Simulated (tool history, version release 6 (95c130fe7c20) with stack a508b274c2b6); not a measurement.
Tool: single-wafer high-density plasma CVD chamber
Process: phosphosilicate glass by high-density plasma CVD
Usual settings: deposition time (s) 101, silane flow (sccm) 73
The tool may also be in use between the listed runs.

run	day	deposition time (s)	silane flow (sccm)	wafers since the last listed run	hours since the silane flow controller was replaced	hours since the gauge calibration	read-back reference wafer on the same gauge, thickness_nm	mean film thickness on the monitor wafer (Å)
1	0.000	101	73	0	3358.8	37.6	656.947	6983.28
2	1.758	101	73	587	3401.0	79.8	657.684	7015.22
3	4.638	101	73	961	3470.1	148.9	657.467	7014.53
4	5.733	101	73	366	3496.4	175.2	657.030	7047.11
5	6.842	101	73	370	3523.0	201.8	656.803	7038.42
6	8.004	101	67	388	3550.9	229.7	657.088	6540.24
7	10.212	101	67	737	3603.9	282.7	656.916	6533.26
8	11.733	101	67	508	3640.4	319.2	657.058	6535.54
9	13.888	101	81	719	3692.1	370.9	657.053	7669.95
# day 14.404: silane flow controller replaced
10	15.758	101	81	513	32.5	415.8	657.017	7366.48
11	17.396	115	60	547	71.8	455.1	657.226	6537.42
12	20.317	86	88	975	141.9	525.2	656.641	6767.65
13	22.512	101	73	733	194.6	577.9	656.870	6768.75

Forecast run 14:
# day 22.579: gauge calibrated
14	26.550	118	73	1348	291.5	95.3	?	?

read-back reference wafer on the same gauge, thickness_nm: 657.188
mean film thickness on the monitor wafer (Å): 7877.22
Without the tool's hidden state the same run would have given mean film thickness on the monitor wafer (Å) 7847.66.
